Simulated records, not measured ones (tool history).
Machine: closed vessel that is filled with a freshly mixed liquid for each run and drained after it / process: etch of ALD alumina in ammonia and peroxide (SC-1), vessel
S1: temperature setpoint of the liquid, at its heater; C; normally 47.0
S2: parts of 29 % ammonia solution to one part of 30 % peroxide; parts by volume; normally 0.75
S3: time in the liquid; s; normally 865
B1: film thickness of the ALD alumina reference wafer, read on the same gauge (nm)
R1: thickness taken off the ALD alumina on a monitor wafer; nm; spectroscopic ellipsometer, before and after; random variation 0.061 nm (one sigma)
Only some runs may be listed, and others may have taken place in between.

run 1 hour=0.0 | S1=47.0 S2=0.85 S3=865 | B1=49.98 | R1=22.76
run 2 hour=11.6 | S1=47.0 S2=0.75 S3=865 | B1=49.97 | R1=22.37
run 3 hour=24.3 | S1=47.0 S2=0.75 S3=865 | B1=50.01 | R1=22.46
run 4 hour=37.7 | S1=47.0 S2=0.75 S3=560 | B1=50.01 | R1=14.50
run 5 hour=49.4 | S1=47.0 S2=0.75 S3=560 | B1=49.98 | R1=14.49
-- hour=57.3 thermometer replaced
run 6 hour=62.7 | S1=47.0 S2=0.75 S3=560 | B1=50.00 | R1=15.87
-- hour=74.9 ammonia flow meter replaced
run 7 hour=75.4 | S1=47.0 S2=1.00 S3=865 | B1=50.00 | R1=25.11
-- hour=82.9 new drum of ammonia solution connected
run 8 hour=88.8 | S1=47.0 S2=1.00 S3=865 | B1=50.02 | R1=25.42
run 9 hour=105.2 | S1=47.0 S2=1.10 S3=665 | B1=50.00 | R1=19.74
run 10 hour=122.8 | S1=51.5 S2=0.75 S3=865 | B1=49.99 | R1=31.73
run 11 hour=130.0 | S1=47.0 S2=0.40 S3=865 | B1=49.98 | R1=23.22
run 12 hour=138.4 | S1=44.0 S2=0.50 S3=865 | B1=50.01 | R1=19.91
-- hour=148.1 gauge calibrated
run 13 hour=151.6 | S1=42.5 S2=0.45 S3=865 | B1=49.99 | R1=18.15
run 14 hour=162.3 | S1=47.0 S2=0.90 S3=640 | B1=50.02 | R1=18.42
run 15 hour=174.2 | S1=47.0 S2=0.40 S3=865 | B1=50.01 | R1=23.07
run 16 hour=191.9 | S1=47.0 S2=0.45 S3=865 | B1=49.99 | R1=23.29
run 17 hour=202.6 | S1=38.0 S2=0.75 S3=665 | B1=50.02 | R1=11.17
run 18 hour=210.7 | S1=47.0 S2=0.75 S3=865 | B1=50.00 | R1=24.41
run 19 hour=220.3 | S1=54.0 S2=0.65 S3=1250 | B1=49.99 | R1=51.09
run 20 hour=227.4 | S1=38.0 S2=1.05 S3=1370 | B1=50.00 | R1=23.65
-- hour=264.0 new drum of ammonia solution connected
run 21 hour=270.9 | S1=47.0 S2=0.65 S3=1015 | B1=50.02 | R1=28.50
run 22 hour=283.8 | S1=54.0 S2=0.45 S3=1005 | B1=50.01 | R1=40.01
run 23 hour=293.2 | S1=50.5 S2=0.50 S3=865 | B1=50.01 | R1=28.69
run 24 hour=299.9 | S1=41.0 S2=0.75 S3=865 | B1=50.00 | R1=17.38
run 25 hour=339.2 | S1=38.0 S2=1.05 S3=1370 | B1=50.00 | R1=23.72
run 26 hour=352.7 | S1=57.0 S2=0.60 S3=1255 | B1=50.01 | R1=59.50
run 27 hour=362.9 | S1=47.0 S2=0.75 S3=865 | B1=49.98 | R1=24.50
run 28 hour=374.0 | S1=40.5 S2=0.75 S3=575 | B1=49.96 | R1=11.15

Each row is a separate what-if for the run after 28, all from the same tool condition, not one after another. Results?
run A hour=374.9 | S1=47.0 S2=0.90 S3=865 | B1=? | R1=?
run B hour=374.9 | S1=50.5 S2=0.55 S3=730 | B1=? | R1=?
run C hour=374.9 | S1=52.0 S2=0.90 S3=375 | B1=? | R1=?
run D hour=374.9 | S1=38.5 S2=0.90 S3=585 | B1=? | R1=?
run E hour=374.9 | S1=39.0 S2=0.75 S3=865 | B1=? | R1=?

run=A B1=50.03 R1=24.81
run=B B1=50.03 R1=24.27
run=C B1=50.03 R1=14.18
run=D B1=50.03 R1=10.25
run=E B1=50.03 R1=15.34
With no hidden state in the tool, these same runs would have given:
run=A R1=25.42
run=B R1=24.86
run=C R1=14.52
run=D R1=10.51
run=E R1=15.74
